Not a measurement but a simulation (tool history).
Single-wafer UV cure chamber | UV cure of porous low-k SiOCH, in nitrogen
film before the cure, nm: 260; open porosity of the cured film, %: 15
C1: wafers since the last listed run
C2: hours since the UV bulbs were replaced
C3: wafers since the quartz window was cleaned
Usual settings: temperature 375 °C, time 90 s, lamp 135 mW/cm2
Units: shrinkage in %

run 1 hour=0 | temperature=375 time=90 lamp=135 | C1=0 C2=1406.4 C3=4058 | shrinkage=6.624
run 2 hour=20.3 | temperature=375 time=90 lamp=135 | C1=90 C2=1426.7 C3=4148 | shrinkage=6.833
run 3 hour=32.5 | temperature=375 time=90 lamp=135 | C1=54 C2=1438.9 C3=4202 | shrinkage=6.633
run 4 hour=112 | temperature=375 time=90 lamp=135 | C1=352 C2=1518.4 C3=4554 | shrinkage=6.491
run 5 hour=145.3 | temperature=389 time=125 lamp=135 | C1=147 C2=1551.7 C3=4702 | shrinkage=7.9
run 6 hour=166.8 | temperature=389 time=125 lamp=135 | C1=95 C2=1573.2 C3=4798 | shrinkage=8.045
run 7 hour=188.6 | temperature=389 time=125 lamp=135 | C1=96 C2=1595 C3=4894 | shrinkage=7.943
run 8 hour=200.7 | temperature=375 time=90 lamp=135 | C1=53 C2=1607.1 C3=4948 | shrinkage=6.6
run 9 hour=221.7 | temperature=375 time=90 lamp=135 | C1=93 C2=1628.1 C3=5041 | shrinkage=6.508
-- hour=245.7 quartz window cleaned
run 10 hour=246.2 | temperature=375 time=90 lamp=135 | C1=73 C2=1652.6 C3=2 | shrinkage=7.375
run 11 hour=281.3 | temperature=383 time=90 lamp=135 | C1=155 C2=1687.7 C3=157 | shrinkage=7.503
-- hour=297.6 UV bulbs replaced
run 12 hour=301.6 | temperature=383 time=90 lamp=135 | C1=54 C2=4 C3=212 | shrinkage=7.357
run 13 hour=331.3 | temperature=383 time=90 lamp=135 | C1=131 C2=33.7 C3=344 | shrinkage=7.42
run 14 hour=355.3 | temperature=389 time=55 lamp=135 | C1=106 C2=57.7 C3=450 | shrinkage=5.635
run 15 hour=374.9 | temperature=365 time=75 lamp=160 | C1=86 C2=77.3 C3=537 | shrinkage=6.855
run 16 hour=389.3 | temperature=375 time=90 lamp=135 | C1=63 C2=91.7 C3=601 | shrinkage=7.166
run 17 hour=414.3 | temperature=364 time=70 lamp=146 | C1=110 C2=116.7 C3=712 | shrinkage=6.403
run 18 hour=437.4 | temperature=375 time=90 lamp=135 | C1=102 C2=139.8 C3=814 | shrinkage=6.963
run 19 hour=457.5 | temperature=375 time=115 lamp=135 | C1=89 C2=159.9 C3=904 | shrinkage=8.104
run 20 hour=485 | temperature=362 time=90 lamp=116 | C1=122 C2=187.4 C3=1026 | shrinkage=6.386
run 21 hour=507.8 | temperature=387 time=90 lamp=135 | C1=101 C2=210.2 C3=1127 | shrinkage=7.327
run 22 hour=536.2 | temperature=382 time=55 lamp=112 | C1=125 C2=238.6 C3=1253 | shrinkage=4.906
run 23 hour=560.8 | temperature=375 time=90 lamp=135 | C1=109 C2=263.2 C3=1362 | shrinkage=7.107
run 24 hour=588.4 | temperature=388 time=90 lamp=135 | C1=122 C2=290.8 C3=1484 | shrinkage=7.268
run 25 hour=618.4 | temperature=360 time=35 lamp=135 | C1=133 C2=320.8 C3=1617 | shrinkage=3.823
run 26 hour=698.1 | temperature=375 time=105 lamp=115 | C1=353 C2=400.5 C3=1971 | shrinkage=6.886

Forecast each of these 4 alternatives for the next run:
run A hour=698.6 | temperature=394 time=90 lamp=135 | C1=2 C2=401 C3=1973 | shrinkage=?
run B hour=698.6 | temperature=375 time=90 lamp=98 | C1=2 C2=401 C3=1973 | shrinkage=?
run C hour=698.6 | temperature=363 time=115 lamp=167 | C1=2 C2=401 C3=1973 | shrinkage=?
run D hour=698.6 | temperature=375 time=90 lamp=120 | C1=2 C2=401 C3=1973 | shrinkage=?

run=A shrinkage=7.274
run=B shrinkage=5.871
run=C shrinkage=8.511
run=D shrinkage=6.575
Without the tool's hidden state the same runs would have given:
run=A shrinkage=7.637
run=B shrinkage=6.21
run=C shrinkage=8.892
run=D shrinkage=6.927
